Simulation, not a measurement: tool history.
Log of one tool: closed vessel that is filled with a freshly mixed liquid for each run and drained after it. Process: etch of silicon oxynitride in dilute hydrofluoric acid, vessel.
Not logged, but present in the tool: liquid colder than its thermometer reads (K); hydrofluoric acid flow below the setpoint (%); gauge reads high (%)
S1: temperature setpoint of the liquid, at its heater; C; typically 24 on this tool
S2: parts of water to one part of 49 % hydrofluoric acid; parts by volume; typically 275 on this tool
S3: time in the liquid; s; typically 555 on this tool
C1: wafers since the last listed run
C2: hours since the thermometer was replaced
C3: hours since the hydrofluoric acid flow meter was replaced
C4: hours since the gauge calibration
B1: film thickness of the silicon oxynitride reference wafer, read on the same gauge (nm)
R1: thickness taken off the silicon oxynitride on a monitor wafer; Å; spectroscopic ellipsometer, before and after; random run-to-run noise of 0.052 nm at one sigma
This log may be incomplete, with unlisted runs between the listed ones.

run	hour	S1	S2	S3	C1	C2	C3	C4	B1	R1
1	0	26.5	275	735	0	499.3	812.6	2187.4	80.01	98
2	39.6	24	275	555	1758	538.9	852.2	2227	80.01	66.5
# hour 48.5: hydrofluoric acid flow meter replaced
3	118.7	24	275	555	3467	618	70.2	2306.1	79.98	71.3
4	205.8	24	235	555	3867	705.1	157.3	2393.2	79.99	84.4
5	295.8	24	235	555	3995	795.1	247.3	2483.2	80.02	82.8
# hour 303: thermometer replaced
6	368.5	24	275	395	3183	65.5	320	2555.9	80.02	53.8
7	499.6	24	275	395	5820	196.6	451.1	2687	79.97	51.8
8	581.6	24	275	395	3640	278.6	533.1	2769	80.01	51.3
9	715.7	24	220	555	5953	412.7	667.2	2903.1	79.99	90.7
10	796.7	21.5	275	555	3596	493.7	748.2	2984.1	80	61
11	862.6	21.5	275	555	2925	559.6	814.1	3050	80	61.3
# hour 939.2: hydrofluoric acid flow meter replaced
12	953.2	24	275	555	3978	650.2	14	3140.6	80.01	72.5
13	1057.3	24	275	555	4621	754.3	118.1	3244.7	80.01	70.8
14	1156.5	24	275	645	4404	853.5	217.3	3343.9	80.01	80.3
# hour 1198.1: thermometer replaced
15	1232.4	22.5	195	275	3325	34.3	293.2	3419.8	80.04	52.7
16	1277.3	24	275	555	1993	79.2	338.1	3464.7	80.01	76
17	1374.6	21.5	380	240	4319	176.5	435.4	3562	80.04	19.4
18	1437.6	24	275	325	2797	239.5	498.4	3625	80.04	42.3
# hour 1512.2: gauge calibrated
19	1538.6	24	275	555	4484	340.5	599.4	26.4	80.01	71.4
20	1589.9	24	190	555	2277	391.8	650.7	77.7	79.98	106.8
# hour 1638.6: hydrofluoric acid flow meter replaced
21	1675.8	22	275	740	3769	477.7	37.2	163.6	79.99	89.4
22	1756.3	24	275	555	3574	558.2	117.7	244.1	79.98	73.7
23	1833.4	28	230	825	3423	635.3	194.8	321.2	80	158.1
24	1892.1	20	175	340	2606	694	253.5	379.9	80	60.4
25	1955.7	24	275	380	2823	757.6	317.1	443.5	80.03	47.8
26	2003.1	24	275	555	2104	805	364.5	490.9	80.01	69
27	2097.6	22.5	155	555	4195	899.5	459	585.4	79.97	120.7
# hour 2101.1: thermometer replaced
28	2214.6	26	275	555	5150	113.5	576	702.4	80.01	77.1
29	2274.3	26	340	275	2650	173.2	635.7	762.1	79.98	29.2
30	2353.9	20.5	275	810	3534	252.8	715.3	841.7	79.97	87.5
31	2417.8	26.5	375	720	2837	316.7	779.2	905.6	80	67.6
32	2488.7	28.5	220	655	3147	387.6	850.1	976.5	80	126.5

Forecast each of these 5 alternatives for the next run:
A	2489.5	24	275	385	35	388.4	850.9	977.3	?	?
B	2489.5	21	365	860	35	388.4	850.9	977.3	?	?
C	2489.5	20.5	355	330	35	388.4	850.9	977.3	?	?
D	2489.5	26	275	250	35	388.4	850.9	977.3	?	?
E	2489.5	22	385	715	35	388.4	850.9	977.3	?	?

run	B1	R1
A	80	46.8
B	80	65.3
C	80	25.4
D	80	33.1
E	80	53
Stripped of hidden state, with their random variation kept, the same runs would have yielded:
run	R1
A	54.6
B	76.3
C	29.6
D	38.6
E	62
